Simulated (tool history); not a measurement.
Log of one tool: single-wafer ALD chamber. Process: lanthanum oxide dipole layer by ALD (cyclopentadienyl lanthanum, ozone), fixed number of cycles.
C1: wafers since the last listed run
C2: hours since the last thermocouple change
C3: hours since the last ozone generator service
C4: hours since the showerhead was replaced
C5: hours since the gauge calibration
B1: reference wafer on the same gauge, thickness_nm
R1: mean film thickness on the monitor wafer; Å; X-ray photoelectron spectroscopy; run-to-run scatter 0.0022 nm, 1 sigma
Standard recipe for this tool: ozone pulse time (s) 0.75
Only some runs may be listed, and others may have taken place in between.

{"run": 1, "day": 0.0, "ozone pulse time (s)": 0.75, "C1": 0, "C2": 2576.6, "C3": 398.4, "C4": 5042.4, "C5": 116.3, "B1": 0.412, "R1": 4.86}
{"run": 2, "day": 0.596, "ozone pulse time (s)": 0.75, "C1": 144, "C2": 2590.9, "C3": 412.7, "C4": 5056.7, "C5": 130.6, "B1": 0.412, "R1": 4.9}
{"run": 3, "day": 2.629, "ozone pulse time (s)": 0.75, "C1": 493, "C2": 2639.7, "C3": 461.5, "C4": 5105.5, "C5": 179.4, "B1": 0.413, "R1": 4.88}
{"run": 4, "day": 3.562, "ozone pulse time (s)": 0.75, "C1": 226, "C2": 2662.1, "C3": 483.9, "C4": 5127.9, "C5": 201.8, "B1": 0.412, "R1": 4.85}
{"run": 5, "day": 5.004, "ozone pulse time (s)": 0.75, "C1": 350, "C2": 2696.7, "C3": 518.5, "C4": 5162.5, "C5": 236.4, "B1": 0.411, "R1": 4.79}
{"run": 6, "day": 5.567, "ozone pulse time (s)": 0.83, "C1": 136, "C2": 2710.2, "C3": 532.0, "C4": 5176.0, "C5": 249.9, "B1": 0.411, "R1": 4.96}
{"run": 7, "day": 6.671, "ozone pulse time (s)": 0.75, "C1": 268, "C2": 2736.7, "C3": 558.5, "C4": 5202.5, "C5": 276.4, "B1": 0.412, "R1": 4.75}
{"run": 8, "day": 9.988, "ozone pulse time (s)": 0.75, "C1": 805, "C2": 2816.3, "C3": 638.1, "C4": 5282.1, "C5": 356.0, "B1": 0.412, "R1": 4.67}
{"day": 10.908, "done": "thermocouple changed; heater temperature recalibrated"}
{"run": 9, "day": 11.333, "ozone pulse time (s)": 0.59, "C1": 245, "C2": 10.2, "C3": 670.4, "C4": 5314.4, "C5": 388.3, "B1": 0.412, "R1": 4.23}
{"day": 12.167, "done": "showerhead replaced, of another model than before"}
{"run": 10, "day": 12.392, "ozone pulse time (s)": 0.59, "C1": 176, "C2": 35.6, "C3": 695.8, "C4": 5.4, "C5": 413.7, "B1": 0.412, "R1": 3.66}
{"run": 11, "day": 13.017, "ozone pulse time (s)": 0.47, "C1": 151, "C2": 50.6, "C3": 710.8, "C4": 20.4, "C5": 428.7, "B1": 0.412, "R1": 2.89}
{"run": 12, "day": 13.833, "ozone pulse time (s)": 0.54, "C1": 198, "C2": 70.2, "C3": 730.4, "C4": 40.0, "C5": 448.3, "B1": 0.413, "R1": 3.29}
{"day": 14.788, "done": "ozone generator serviced"}
{"run": 13, "day": 15.208, "ozone pulse time (s)": 0.75, "C1": 253, "C2": 103.2, "C3": 10.1, "C4": 73.0, "C5": 481.3, "B1": 0.411, "R1": 4.97}
{"run": 14, "day": 16.538, "ozone pulse time (s)": 1.01, "C1": 322, "C2": 135.1, "C3": 42.0, "C4": 104.9, "C5": 513.2, "B1": 0.412, "R1": 5.65}
{"day": 16.842, "done": "gauge calibrated"}
{"run": 15, "day": 17.454, "ozone pulse time (s)": 0.93, "C1": 222, "C2": 157.1, "C3": 64.0, "C4": 126.9, "C5": 14.7, "B1": 0.412, "R1": 5.5}
{"run": 16, "day": 18.704, "ozone pulse time (s)": 1.0, "C1": 303, "C2": 187.1, "C3": 94.0, "C4": 156.9, "C5": 44.7, "B1": 0.411, "R1": 5.66}
{"run": 17, "day": 19.246, "ozone pulse time (s)": 0.52, "C1": 131, "C2": 200.1, "C3": 107.0, "C4": 169.9, "C5": 57.7, "B1": 0.412, "R1": 3.76}
{"run": 18, "day": 19.762, "ozone pulse time (s)": 0.45, "C1": 125, "C2": 212.5, "C3": 119.4, "C4": 182.3, "C5": 70.1, "B1": 0.412, "R1": 3.27}
{"run": 19, "day": 20.612, "ozone pulse time (s)": 0.52, "C1": 206, "C2": 232.9, "C3": 139.8, "C4": 202.7, "C5": 90.5, "B1": 0.412, "R1": 3.81}
{"run": 20, "day": 22.05, "ozone pulse time (s)": 0.75, "C1": 349, "C2": 267.4, "C3": 174.3, "C4": 237.2, "C5": 125.0, "B1": 0.412, "R1": 4.94}

Here are 3 independent what-if runs from the current tool condition. What would each one return?
{"run": "A", "day": 22.067, "ozone pulse time (s)": 0.84, "C1": 4, "C2": 267.8, "C3": 174.7, "C4": 237.6, "C5": 125.4, "B1": "?", "R1": "?"}
{"run": "B", "day": 22.067, "ozone pulse time (s)": 1.05, "C1": 4, "C2": 267.8, "C3": 174.7, "C4": 237.6, "C5": 125.4, "B1": "?", "R1": "?"}
{"run": "C", "day": 22.067, "ozone pulse time (s)": 0.49, "C1": 4, "C2": 267.8, "C3": 174.7, "C4": 237.6, "C5": 125.4, "B1": "?", "R1": "?"}

run=A B1=0.413 R1=5.22
run=B B1=0.413 R1=5.72
run=C B1=0.413 R1=3.55
What these runs would have given with no unlogged condition in the tool:
run=A R1=5.30
run=B R1=5.78
run=C R1=3.64
